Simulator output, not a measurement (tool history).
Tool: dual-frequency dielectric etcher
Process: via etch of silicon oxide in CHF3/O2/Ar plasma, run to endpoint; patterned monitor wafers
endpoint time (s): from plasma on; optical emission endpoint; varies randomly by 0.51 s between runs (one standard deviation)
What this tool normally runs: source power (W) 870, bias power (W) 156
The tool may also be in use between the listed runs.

| run | hour | source power (W) | bias power (W) | wafers since the last listed run | hours since the last wet clean | hours since the last source power generator calibration | hours since the last bias power generator calibration | hours since the last upper electrode change | incoming incoming film thickness, nm | endpoint time (s) |
|---|---|---|---|---|---|---|---|---|---|---|
| 1 | 0.0 | 940 | 140 | 0 | 551.9 | 2391.3 | 3920.0 | 3410.2 | 402.3 | 175.7 |
| 2 | 12.4 | 940 | 140 | 36 | 564.3 | 2403.7 | 3932.4 | 3422.6 | 398.8 | 174.4 |
| 3 | 25.6 | 720 | 164 | 38 | 577.5 | 2416.9 | 3945.6 | 3435.8 | 399.1 | 191.3 |
| 4 | 32.8 | 720 | 164 | 21 | 584.7 | 2424.1 | 3952.8 | 3443.0 | 400.0 | 191.9 |
| 5 | 47.5 | 870 | 156 | 42 | 599.4 | 2438.8 | 3967.5 | 3457.7 | 400.2 | 177.9 |
|  | 77.1 | wet clean of the chamber |
|  | 77.4 | bias power generator calibrated |
|  | 80.9 | upper electrode replaced, of another model than before |
| 6 | 81.4 | 980 | 156 | 17 | 4.3 | 2472.7 | 4.0 | 0.5 | 404.7 | 163.3 |
| 7 | 81.8 | 1020 | 156 | 1 | 4.7 | 2473.1 | 4.4 | 0.9 | 400.0 | 159.5 |
| 8 | 82.2 | 870 | 166 | 1 | 5.1 | 2473.5 | 4.8 | 1.3 | 403.6 | 168.8 |

Run 9, settings as shown, results not yet in. Your forecast:
| 9 | 87.9 | 800 | 130 | 16 | 10.8 | 2479.2 | 10.5 | 7.0 | 399.8 | ? |

Logged for run 9: endpoint time (s) 177.4.
With no hidden state in the tool, this same run would have given endpoint time (s) 177.2.
